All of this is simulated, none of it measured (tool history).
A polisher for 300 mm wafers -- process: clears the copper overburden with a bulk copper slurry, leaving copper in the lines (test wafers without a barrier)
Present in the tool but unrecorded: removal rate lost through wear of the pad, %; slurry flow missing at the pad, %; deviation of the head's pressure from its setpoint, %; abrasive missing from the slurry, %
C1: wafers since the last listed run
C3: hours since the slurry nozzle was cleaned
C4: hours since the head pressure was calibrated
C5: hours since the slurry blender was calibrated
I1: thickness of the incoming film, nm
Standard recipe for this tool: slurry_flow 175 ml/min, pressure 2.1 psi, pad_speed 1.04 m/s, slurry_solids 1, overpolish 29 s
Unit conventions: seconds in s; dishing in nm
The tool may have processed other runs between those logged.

Run 1, hour 0: usual settings; C1 0; wafers polished on this pad 455; C3 132.8; C4 247.5; C5 64.1; I1 805.6. Result: seconds 119.9 s, dishing 77 nm.
Run 2, hour 26.2: usual settings; C1 215; wafers polished on this pad 670; C3 159; C4 273.7; C5 90.3; I1 818.2. Result: seconds 125.8 s, dishing 78.3 nm.
Run 3, hour 48.6: usual settings; C1 184; wafers polished on this pad 855; C3 181.4; C4 296.1; C5 112.7; I1 821.2. Result: seconds 126.6 s, dishing 76.8 nm.
Run 4, hour 102.4: usual settings; C1 442; wafers polished on this pad 1297; C3 235.2; C4 349.9; C5 166.5; I1 807.8. Result: seconds 124.9 s, dishing 77.1 nm.
At hour 111.7: worn pad replaced by a new one.
At hour 127.3: slurry blender recalibrated.
Run 5, hour 135.9: usual settings but pressure 2.3 psi; C1 226; wafers polished on this pad 182; C3 268.7; C4 383.4; C5 8.6; I1 807.4. Result: seconds 127.7 s, dishing 79.7 nm.
Run 6, hour 220.7: usual settings but pressure 2.3 psi; C1 697; wafers polished on this pad 880; C3 353.5; C4 468.2; C5 93.4; I1 812.1. Result: seconds 136.4 s, dishing 75.1 nm.
Run 7, hour 234.2: usual settings but pressure 2.3 psi; C1 111; wafers polished on this pad 991; C3 367; C4 481.7; C5 106.9; I1 825.7. Result: seconds 135.5 s, dishing 73.2 nm.
At hour 247.3: slurry blender recalibrated, repeated, since the last time left the tool worse.
At hour 264.7: worn pad replaced by a new one.
Run 8, hour 265.2: usual settings; C1 205; wafers polished on this pad 4; C3 398; C4 512.7; C5 17.9; I1 816.3. Result: seconds 118.9 s, dishing 80.7 nm.
Run 9, hour 294.2: usual settings; C1 238; wafers polished on this pad 242; C3 427; C4 541.7; C5 46.9; I1 824.9. Result: seconds 122.7 s, dishing 78.9 nm.
Run 10, hour 324.2: usual settings; C1 246; wafers polished on this pad 489; C3 457; C4 571.7; C5 76.9; I1 814.4. Result: seconds 123.4 s, dishing 77.8 nm.
Run 11, hour 337.9: usual settings; C1 112; wafers polished on this pad 602; C3 470.7; C4 585.4; C5 90.6; I1 809.9. Result: seconds 123.9 s, dishing 80.6 nm.
Run 12, hour 353.8: usual settings; C1 130; wafers polished on this pad 733; C3 486.6; C4 601.3; C5 106.5; I1 822.8. Result: seconds 125.7 s, dishing 77 nm.
Run 13, hour 382.8: usual settings; C1 238; wafers polished on this pad 971; C3 515.6; C4 630.3; C5 135.5; I1 799.4. Result: seconds 120.7 s, dishing 80.5 nm.
At hour 395.7: slurry nozzle cleaned.
At hour 425.4: slurry blender recalibrated.
At hour 465: worn pad replaced by a new one.
Run 14, hour 474.9: usual settings; C1 699; wafers polished on this pad 81; C3 79.2; C4 722.4; C5 49.5; I1 810.3. Result: seconds 121.4 s, dishing 80.8 nm.
At hour 491: head pressure recalibrated.
Run 15, hour 491.5: usual settings but pressure 1.9 psi; C1 120; wafers polished on this pad 201; C3 95.8; C4 0.5; C5 66.1; I1 809.2. Result: seconds 128.2 s, dishing 78.1 nm.
Run 16, hour 508.5: usual settings but slurry_flow 215 ml/min, pad_speed 1.24 m/s, slurry_solids 0.8, overpolish 18 s; C1 139; wafers polished on this pad 340; C3 112.8; C4 17.5; C5 83.1; I1 822.3. Result: seconds 108.6 s, dishing 64.8 nm.
Run 17, hour 529.4: usual settings; C1 171; wafers polished on this pad 512; C3 133.7; C4 38.4; C5 104; I1 809.9. Result: seconds 124.4 s, dishing 80 nm.
Run 18, hour 561.3: usual settings but slurry_flow 210 ml/min, slurry_solids 0.9; C1 262; wafers polished on this pad 775; C3 165.6; C4 70.3; C5 135.9; I1 806.7. Result: seconds 126.5 s, dishing 80.6 nm.
At hour 581.7: slurry blender recalibrated.
Run 19, hour 603.5: usual settings; C1 330; wafers polished on this pad 1105; C3 207.8; C4 112.5; C5 21.8; I1 821.8. Result: seconds 121.4 s, dishing 80.2 nm.
At hour 617.8: worn pad replaced by a new one.
Run 20, hour 624.2: usual settings but slurry_flow 215 ml/min, pressure 1.6 psi, pad_speed 0.76 m/s; C1 137; wafers polished on this pad 52; C3 228.5; C4 133.2; C5 42.5; I1 807.7. Result: seconds 182.7 s, dishing 62 nm.
Run 21, hour 638.6: usual settings but pressure 2.7 psi, overpolish 21 s; C1 118; wafers polished on this pad 170; C3 242.9; C4 147.6; C5 56.9; I1 810.7. Result: seconds 102.1 s, dishing 74.5 nm.
Run 22, hour 654.7: usual settings but pressure 1.5 psi, slurry_solids 1.25; C1 132; wafers polished on this pad 303; C3 259; C4 163.7; C5 73; I1 825.4. Result: seconds 143.4 s, dishing 71.9 nm.
Run 23, hour 690.7: usual settings; C1 296; wafers polished on this pad 599; C3 295; C4 199.7; C5 109; I1 818.8. Result: seconds 126.4 s, dishing 80.3 nm.
Run 24, hour 709.7: usual settings but pressure 2.5 psi, slurry_solids 1.1; C1 156; wafers polished on this pad 755; C3 314; C4 218.7; C5 128; I1 828.6. Result: seconds 111.1 s, dishing 85.8 nm.
Run 25, hour 724: usual settings but overpolish 44 s; C1 117; wafers polished on this pad 873; C3 328.3; C4 233; C5 142.3; I1 809.7. Result: seconds 126.1 s, dishing 94 nm.
Run 26, hour 749: usual settings; C1 205; wafers polished on this pad 1078; C3 353.3; C4 258; C5 167.3; I1 816. Result: seconds 123.4 s, dishing 73.5 nm.
At hour 761.1: slurry blender recalibrated.
Run 27, hour 765.8: usual settings but pad_speed 1.38 m/s; C1 121; wafers polished on this pad 1200; C3 370.1; C4 274.8; C5 4.7; I1 821.5. Result: seconds 92.7 s, dishing 86.3 nm.
At hour 799: worn pad replaced by a new one.
Run 28, hour 799.5: usual settings but pressure 1.9 psi, pad_speed 1.22 m/s, overpolish 14 s; C1 244; wafers polished on this pad 4; C3 403.8; C4 308.5; C5 38.4; I1 820.2. Result: seconds 110.6 s, dishing 59.2 nm.
Run 29, hour 832: usual settings but pad_speed 0.72 m/s, slurry_solids 0.7; C1 267; wafers polished on this pad 271; C3 436.3; C4 341; C5 70.9; I1 821.1. Result: seconds 193.5 s, dishing 67.3 nm.

Alternative continuations, all from the tool just after run 29; predict every row:
Run A, hour 832.5: usual settings but slurry_flow 200 ml/min; C1 4; wafers polished on this pad 275; C3 436.8; C4 341.5; C5 71.4; I1 810.7. Result: seconds ?, dishing ?.
Run B, hour 832.5: usual settings but overpolish 18 s; C1 4; wafers polished on this pad 275; C3 436.8; C4 341.5; C5 71.4; I1 810.7. Result: seconds ?, dishing ?.
Run C, hour 832.5: usual settings but pressure 2.4 psi, pad_speed 1.2 m/s, slurry_solids 0.85, overpolish 45 s; C1 4; wafers polished on this pad 275; C3 436.8; C4 341.5; C5 71.4; I1 810.7. Result: seconds ?, dishing ?.

run  seconds  dishing
  A    116.3     81.9
  B    118.7     64.6
  C     99.4     97.8
Take away the tool's hidden state, keep each run's random variation, and the runs would have read:
run  seconds  dishing
  A    113.5     82.7
  B    115.8     65.5
  C     97.1     98.2

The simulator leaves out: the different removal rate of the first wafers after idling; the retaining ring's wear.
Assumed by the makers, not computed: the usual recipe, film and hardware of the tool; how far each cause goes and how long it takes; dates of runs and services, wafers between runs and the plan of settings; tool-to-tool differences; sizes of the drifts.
